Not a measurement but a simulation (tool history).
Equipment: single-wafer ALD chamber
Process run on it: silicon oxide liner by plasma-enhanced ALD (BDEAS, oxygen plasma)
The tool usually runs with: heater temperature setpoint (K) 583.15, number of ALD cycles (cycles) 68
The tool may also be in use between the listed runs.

run	hour	heater temperature setpoint (K)	number of ALD cycles (cycles)	read-back reference wafer on the same gauge, thickness_nm	mean film thickness on the monitor wafer (nm)
1	0	583.15	68	7.11	6.408
2	14	583.15	68	7.108	6.402
3	46.3	583.15	68	7.12	6.407
4	73.9	572.15	68	7.112	6.603
5	90.8	572.15	68	7.124	6.589
6	107.1	572.15	68	7.122	6.618
7	140.2	583.15	68	7.124	6.441
8	165	583.15	75	7.127	7.083
9	188.9	583.15	68	7.129	6.444
10	217	583.15	68	7.142	6.475
11	243.8	583.15	68	7.145	6.458
12	259.9	583.15	68	7.149	6.48
13	282.7	583.15	68	7.169	6.424
14	297.5	583.15	72	7.164	6.866
15	331.3	583.15	68	7.174	6.474
16	344.5	575.15	76	7.17	7.323
# hour 361: gauge calibrated
17	370.6	583.15	63	7.095	5.948
18	388.2	594.15	68	7.092	6.271
19	406.1	594.15	68	7.089	6.273
20	422.5	583.15	68	7.094	6.407
21	452	591.15	76	7.103	7.045
22	479.3	591.15	76	7.094	7.02
23	497.2	583.15	68	7.091	6.411
24	523.8	568.15	75	7.095	7.356
25	559.4	592.15	81	7.094	7.546
26	592.3	573.15	61	7.115	5.849
27	607.4	577.15	60	7.119	5.721
28	631.3	590.15	54	7.115	5.035
29	660.7	598.15	59	7.127	5.442
30	679.1	595.15	62	7.13	5.754
31	706.1	583.15	68	7.127	6.426
32	725.4	583.15	74	7.132	7.012
33	760.2	574.15	68	7.141	6.554
34	783.5	583.15	68	7.144	6.463
35	802.1	587.15	80	7.163	7.536
36	816.1	572.15	75	7.151	7.286
# hour 838.1: thermocouple changed; heater temperature recalibrated
37	838.8	583.15	56	7.168	5.32
38	876	572.15	59	7.166	5.782
39	908.7	592.15	57	7.19	5.368
40	923.4	583.15	68	7.193	6.485
41	939.5	568.15	77	7.198	7.661
# hour 944: gauge calibrated
42	960.7	594.15	63	7.117	5.839

Predict the results of run 43:
43	979.8	583.15	68	?	?

read-back reference wafer on the same gauge, thickness_nm: 7.111
mean film thickness on the monitor wafer (nm): 6.407
Had the tool carried no hidden state, the very same run would have given mean film thickness on the monitor wafer (nm) 6.394.

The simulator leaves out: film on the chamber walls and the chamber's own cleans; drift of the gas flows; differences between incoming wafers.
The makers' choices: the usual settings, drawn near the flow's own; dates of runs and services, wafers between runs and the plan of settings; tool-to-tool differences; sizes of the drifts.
